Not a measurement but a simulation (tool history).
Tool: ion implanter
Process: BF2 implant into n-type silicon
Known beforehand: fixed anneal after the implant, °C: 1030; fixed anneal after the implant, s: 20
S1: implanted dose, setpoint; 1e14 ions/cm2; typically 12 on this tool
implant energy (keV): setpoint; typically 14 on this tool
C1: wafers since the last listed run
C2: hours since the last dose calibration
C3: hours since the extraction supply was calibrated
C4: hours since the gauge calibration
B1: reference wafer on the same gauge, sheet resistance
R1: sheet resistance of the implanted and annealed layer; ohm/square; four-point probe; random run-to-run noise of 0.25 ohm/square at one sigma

Run 1, hour 0: usual settings; C1 0; C2 1150.8; C3 5390.5; C4 78.1; B1 147.98. Result: R1 169.67 ohm/square.
Run 2, hour 7.5: usual settings; C1 226; C2 1158.3; C3 5398; C4 85.6; B1 148.04. Result: R1 169.64 ohm/square.
Run 3, hour 16.4: usual settings; C1 269; C2 1167.2; C3 5406.9; C4 94.5; B1 148. Result: R1 169.27 ohm/square.
Run 4, hour 30.4: usual settings; C1 423; C2 1181.2; C3 5420.9; C4 108.5; B1 148.02. Result: R1 169.78 ohm/square.
Run 5, hour 47.3: usual settings; C1 510; C2 1198.1; C3 5437.8; C4 125.4; B1 148. Result: R1 169.86 ohm/square.
Run 6, hour 64.9: usual settings; C1 532; C2 1215.7; C3 5455.4; C4 143; B1 148.03. Result: R1 169.56 ohm/square.
Run 7, hour 71.6: usual settings but S1 13.51 1e14 ions/cm2, implant energy (keV) 18; C1 202; C2 1222.4; C3 5462.1; C4 149.7; B1 148.01. Result: R1 151.97 ohm/square.
Run 8, hour 85.5: usual settings but S1 13.51 1e14 ions/cm2, implant energy (keV) 18; C1 420; C2 1236.3; C3 5476; C4 163.6; B1 148.07. Result: R1 151.93 ohm/square.
Run 9, hour 94.7: usual settings but S1 13.51 1e14 ions/cm2, implant energy (keV) 18; C1 278; C2 1245.5; C3 5485.2; C4 172.8; B1 148.06. Result: R1 151.52 ohm/square.
Run 10, hour 108.5: usual settings but S1 13.96 1e14 ions/cm2; C1 417; C2 1259.3; C3 5499; C4 186.6; B1 147.95. Result: R1 162.63 ohm/square.
At hour 117.2: Faraday cup replaced and dose calibrated.
Run 11, hour 124.8: usual settings but implant energy (keV) 12; C1 250; C2 7.6; C3 5515.3; C4 202.9; B1 148.05. Result: R1 176.48 ohm/square.
Run 12, hour 132.5: usual settings but S1 10.39 1e14 ions/cm2; C1 232; C2 15.3; C3 5523; C4 210.6; B1 148. Result: R1 178.87 ohm/square.
Run 13, hour 142.4: usual settings but S1 13.99 1e14 ions/cm2, implant energy (keV) 12; C1 299; C2 25.2; C3 5532.9; C4 220.5; B1 147.98. Result: R1 169.7 ohm/square.
At hour 162.1: extraction supply calibrated.
At hour 162.3: gauge calibrated.
Run 14, hour 162.6: usual settings but S1 14.58 1e14 ions/cm2, implant energy (keV) 16; C1 368; C2 45.4; C3 0.5; C4 0.3; B1 147.99. Result: R1 154.57 ohm/square.
Run 15, hour 169.3: usual settings; C1 202; C2 52.1; C3 7.2; C4 7; B1 147.91. Result: R1 169.72 ohm/square.
Run 16, hour 176.6: usual settings but S1 8.59 1e14 ions/cm2; C1 220; C2 59.4; C3 14.5; C4 14.3; B1 148.01. Result: R1 196.21 ohm/square.
Run 17, hour 190.2: usual settings but S1 14.6 1e14 ions/cm2, implant energy (keV) 11; C1 411; C2 73; C3 28.1; C4 27.9; B1 148.02. Result: R1 171.31 ohm/square.
Run 18, hour 197.6: usual settings but S1 13.99 1e14 ions/cm2, implant energy (keV) 12; C1 223; C2 80.4; C3 35.5; C4 35.3; B1 147.95. Result: R1 169.24 ohm/square.
Run 19, hour 206.4: usual settings but S1 8.82 1e14 ions/cm2, implant energy (keV) 15.5; C1 266; C2 89.2; C3 44.3; C4 44.1; B1 148.02. Result: R1 187.89 ohm/square.

For run 20, what comes out?
Run 20, hour 222: usual settings but S1 15.51 1e14 ions/cm2, implant energy (keV) 9.5; C1 471; C2 104.8; C3 59.9; C4 59.7; B1 ?. Result: R1 ?.

{"run 20": {"B1": 148.06, "R1": 175.18}}
Without the tool's hidden state the same run would have given R1 175.18 ohm/square.
